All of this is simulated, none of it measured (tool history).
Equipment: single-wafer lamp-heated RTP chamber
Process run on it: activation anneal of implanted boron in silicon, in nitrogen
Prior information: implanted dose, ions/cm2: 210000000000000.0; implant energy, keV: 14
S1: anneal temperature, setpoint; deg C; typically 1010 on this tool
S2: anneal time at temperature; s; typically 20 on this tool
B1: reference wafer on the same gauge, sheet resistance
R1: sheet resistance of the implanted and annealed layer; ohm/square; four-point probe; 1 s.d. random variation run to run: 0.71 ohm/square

run	hour	S1	S2	B1	R1
1	0.0	1001	15	397.47	476.79
2	12.3	1010	17	397.26	472.39
3	21.1	1010	17	397.25	473.62
4	36.9	1010	17	397.01	472.79
5	46.9	1010	14	397.05	474.77
6	57.1	1010	14	397.20	472.42
7	74.7	1010	14	396.77	473.00
8	89.2	1010	20	396.55	470.45
9	105.3	1010	20	396.47	471.04
10	112.9	1010	20	396.20	470.45
11	121.9	1010	20	396.06	470.60
12	129.3	1010	20	396.07	470.32
13	140.9	1010	20	395.88	470.57
# hour 156.2: pyrometer window cleaned and pyrometer calibrated
14	156.7	998	11	395.56	475.16
15	164.7	998	11	395.34	475.15
16	178.8	998	11	395.37	474.91
17	232.5	1010	20	394.29	468.87
18	247.5	1010	20	393.96	468.07
19	254.4	1010	20	393.85	468.00
# hour 254.8: gauge calibrated
20	260.7	1028	20	399.20	471.75
21	275.9	1010	20	399.08	475.29
22	285.9	1010	20	399.23	474.28
23	301.0	980	31	399.10	485.23
24	309.7	1018	28	398.92	472.04
25	317.7	1021	31	399.14	470.88
26	330.2	1027	15	399.25	472.10
# hour 356.2: reflector plate cleaned
27	378.3	1010	20	398.82	474.01
28	386.9	1010	20	399.02	473.90
29	395.2	1039	31	398.76	469.39
30	405.3	1037	15	398.81	471.66
31	423.0	982	15	398.37	488.50
32	435.6	1010	20	398.39	472.72
33	447.0	1010	20	398.34	472.40
34	453.3	1033	10	398.11	471.66
35	464.0	988	20	398.17	481.19
36	475.0	1033	31	398.10	468.41
37	487.5	1022	20	397.99	471.27
# hour 496.6: pyrometer window cleaned and pyrometer calibrated
38	497.2	1010	20	397.79	472.57

Give the tool's hidden conditions for every run:
true wafer temperature minus pyrometer reading, K: 0, the same for each run
wafer temperature error from the tarnished reflector plate, K: 0, the same for each run
H1: gauge reads high (%)
run	H1
1	-0.371
2	-0.398
3	-0.419
4	-0.458
5	-0.484
6	-0.513
7	-0.564
8	-0.609
9	-0.662
10	-0.689
11	-0.721
12	-0.747
13	-0.791
14	-0.853
15	-0.885
16	-0.944
17	-1.19
18	-1.27
19	-1.3
20	0.055
21	0.0526
22	0.0495
23	0.0426
24	0.0374
25	0.0318
26	0.0215
27	-0.0353
28	-0.0484
29	-0.0618
30	-0.0793
31	-0.113
32	-0.139
33	-0.164
34	-0.179
35	-0.205
36	-0.233
37	-0.266
38	-0.294

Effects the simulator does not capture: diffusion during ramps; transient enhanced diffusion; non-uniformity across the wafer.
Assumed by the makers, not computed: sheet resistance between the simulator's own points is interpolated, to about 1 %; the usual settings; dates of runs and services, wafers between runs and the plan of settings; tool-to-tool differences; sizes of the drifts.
